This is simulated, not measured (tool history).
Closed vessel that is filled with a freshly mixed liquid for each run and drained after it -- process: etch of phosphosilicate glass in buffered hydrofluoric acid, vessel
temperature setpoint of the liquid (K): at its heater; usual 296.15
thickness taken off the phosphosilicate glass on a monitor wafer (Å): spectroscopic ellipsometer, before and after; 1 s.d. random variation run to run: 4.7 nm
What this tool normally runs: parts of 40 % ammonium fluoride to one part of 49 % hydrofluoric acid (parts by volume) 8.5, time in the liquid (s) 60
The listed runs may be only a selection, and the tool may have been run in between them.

run     day  temperature setpoint of the liquid (K)  parts of 40 % ammonium fluoride to one part of 49 % hydrofluoric acid (parts by volume)  time in the liquid (s)  wafers since the last listed run  hours since the thermometer was replaced  hours since the hydrofluoric acid flow meter was replaced  hours since the gauge calibration  read-back film thickness of the phosphosilicate glass reference wafer, read on the same gauge (nm)  thickness taken off the phosphosilicate glass on a monitor wafer (Å)
  1   0.000                                  296.15                                                                                      8.5                      60                                 0                                    2214.2                                                      372.6                              498.1                                                                                               70.02                                                                4845.6
  2   0.575                                  296.15                                                                                      8.5                      60                              1710                                    2228.0                                                      386.4                              511.9                                                                                               69.99                                                                4969.1
  3   1.262                                  296.15                                                                                      8.5                      85                              2045                                    2244.5                                                      402.9                              528.4                                                                                               69.99                                                                7085.7
  4   2.717                                  296.15                                                                                      8.5                      85                              4326                                    2279.4                                                      437.8                              563.3                                                                                               70.01                                                                7040.5
  5   3.358                                  298.65                                                                                      8.5                      60                              1909                                    2294.8                                                      453.2                              578.7                                                                                               69.99                                                                5692.8
  6   4.746                                  298.65                                                                                      8.5                      60                              4128                                    2328.1                                                      486.5                              612.0                                                                                               70.02                                                                5557.1
  7   6.171                                  298.65                                                                                      8.5                      60                              4239                                    2362.3                                                      520.7                              646.2                                                                                               70.00                                                                5606.1
      6.371  -- thermometer replaced
  8   7.388                                  296.15                                                                                      8.5                      60                              3495                                      24.4                                                      549.9                              675.4                                                                                               70.01                                                                5152.1
  9   8.742                                  296.15                                                                                      8.5                      60                              4029                                      56.9                                                      582.4                              707.9                                                                                               70.00                                                                5113.3
 10   9.533                                  296.15                                                                                      8.5                      60                              2355                                      75.9                                                      601.4                              726.9                                                                                               70.01                                                                5151.4
 11  10.604                                  296.15                                                                                      5.5                      90                              3186                                     101.6                                                      627.1                              752.6                                                                                               69.99                                                               12000.1
 12  11.525                                  298.15                                                                                      5.0                      85                              2739                                     123.7                                                      649.2                              774.7                                                                                               69.99                                                               13585.9
 13  12.162                                  296.15                                                                                      8.5                      60                              1896                                     139.0                                                      664.5                              790.0                                                                                               70.01                                                                5140.4
 14  13.192                                  296.15                                                                                      8.5                      60                              3062                                     163.7                                                      689.2                              814.7                                                                                               70.01                                                                5092.5
 15  13.754                                  296.15                                                                                      8.5                      60                              1673                                     177.2                                                      702.7                              828.2                                                                                               69.98                                                                5074.5
 16  14.771                                  296.15                                                                                      8.5                      60                              3024                                     201.6                                                      727.1                              852.6                                                                                               70.00                                                                5144.5
 17  16.217                                  296.15                                                                                      8.5                      60                              4301                                     236.3                                                      761.8                              887.3                                                                                               69.99                                                                5125.8
 18  17.275                                  296.15                                                                                      8.5                      60                              3148                                     261.7                                                      787.2                              912.7                                                                                               70.00                                                                5073.7
 19  17.896                                  294.65                                                                                      8.5                      50                              1847                                     276.6                                                      802.1                              927.6                                                                                               70.01                                                                3896.2
 20  18.792                                  300.65                                                                                     11.0                      60                              2665                                     298.1                                                      823.6                              949.1                                                                                               70.00                                                                5193.0
     19.329  -- gauge calibrated
 21  22.412                                  296.15                                                                                      8.5                      60                             10772                                     385.0                                                      910.5                               74.0                                                                                               70.00                                                                5099.2
     23.208  -- hydrofluoric acid flow meter replaced
 22  23.462                                  296.15                                                                                      8.5                      70                              3000                                     410.2                                                        6.1                               99.2                                                                                               70.00                                                                6399.4
 23  24.054                                  298.15                                                                                      8.5                      40                              1760                                     424.4                                                       20.3                              113.4                                                                                               69.99                                                                3984.9
 24  24.729                                  299.65                                                                                      6.5                      50                              2008                                     440.6                                                       36.5                              129.6                                                                                               69.99                                                                7081.5
 25  26.179                                  296.15                                                                                      8.5                      60                              4314                                     475.4                                                       71.3                              164.4                                                                                               70.01                                                                5312.2
 26  27.333                                  296.15                                                                                      8.5                      90                              3433                                     503.1                                                       99.0                              192.1                                                                                               69.99                                                                8038.6
 27  28.679                                  296.15                                                                                      9.5                      40                              4004                                     535.4                                                      131.3                              224.4                                                                                               70.01                                                                3221.4
 28  29.683                                  296.15                                                                                      8.5                      60                              2987                                     559.5                                                      155.4                              248.5                                                                                               70.01                                                                5362.2
 29  30.579                                  297.65                                                                                     10.0                      35                              2665                                     581.0                                                      176.9                              270.0                                                                                               70.00                                                                2995.0
 30  31.975                                  292.65                                                                                      9.5                      90                              4152                                     614.5                                                      210.4                              303.5                                                                                               69.99                                                                5912.4
 31  35.175                                  296.15                                                                                      5.0                      80                              9520                                     691.3                                                      287.2                              380.3                                                                                               70.00                                                               11396.6

Here are 5 independent what-if runs from the current tool condition. What would each one return?
  A  35.204                                  300.15                                                                                      8.5                      60                                86                                     692.0                                                      287.9                              381.0                                                                                                   ?                                                                     ?
  B  35.204                                  296.15                                                                                     11.0                      40                                86                                     692.0                                                      287.9                              381.0                                                                                                   ?                                                                     ?
  C  35.204                                  298.15                                                                                     10.0                      35                                86                                     692.0                                                      287.9                              381.0                                                                                                   ?                                                                     ?
  D  35.204                                  293.15                                                                                      6.5                      35                                86                                     692.0                                                      287.9                              381.0                                                                                                   ?                                                                     ?
  E  35.204                                  298.15                                                                                     12.0                      90                                86                                     692.0                                                      287.9                              381.0                                                                                                   ?                                                                     ?

run  read-back film thickness of the phosphosilicate glass reference wafer, read on the same gauge (nm)  thickness taken off the phosphosilicate glass on a monitor wafer (Å)
  A                                                                                               70.01                                                                6523.7
  B                                                                                               70.01                                                                2814.5
  C                                                                                               70.01                                                                3015.1
  D                                                                                               70.01                                                                3432.8
  E                                                                                               70.01                                                                6489.7
Stripped of hidden state, with their random variation kept, the same runs would have yielded:
run  thickness taken off the phosphosilicate glass on a monitor wafer (Å)
  A                                                                6933.4
  B                                                                2983.8
  C                                                                3194.8
  D                                                                3629.6
  E                                                                6877.8
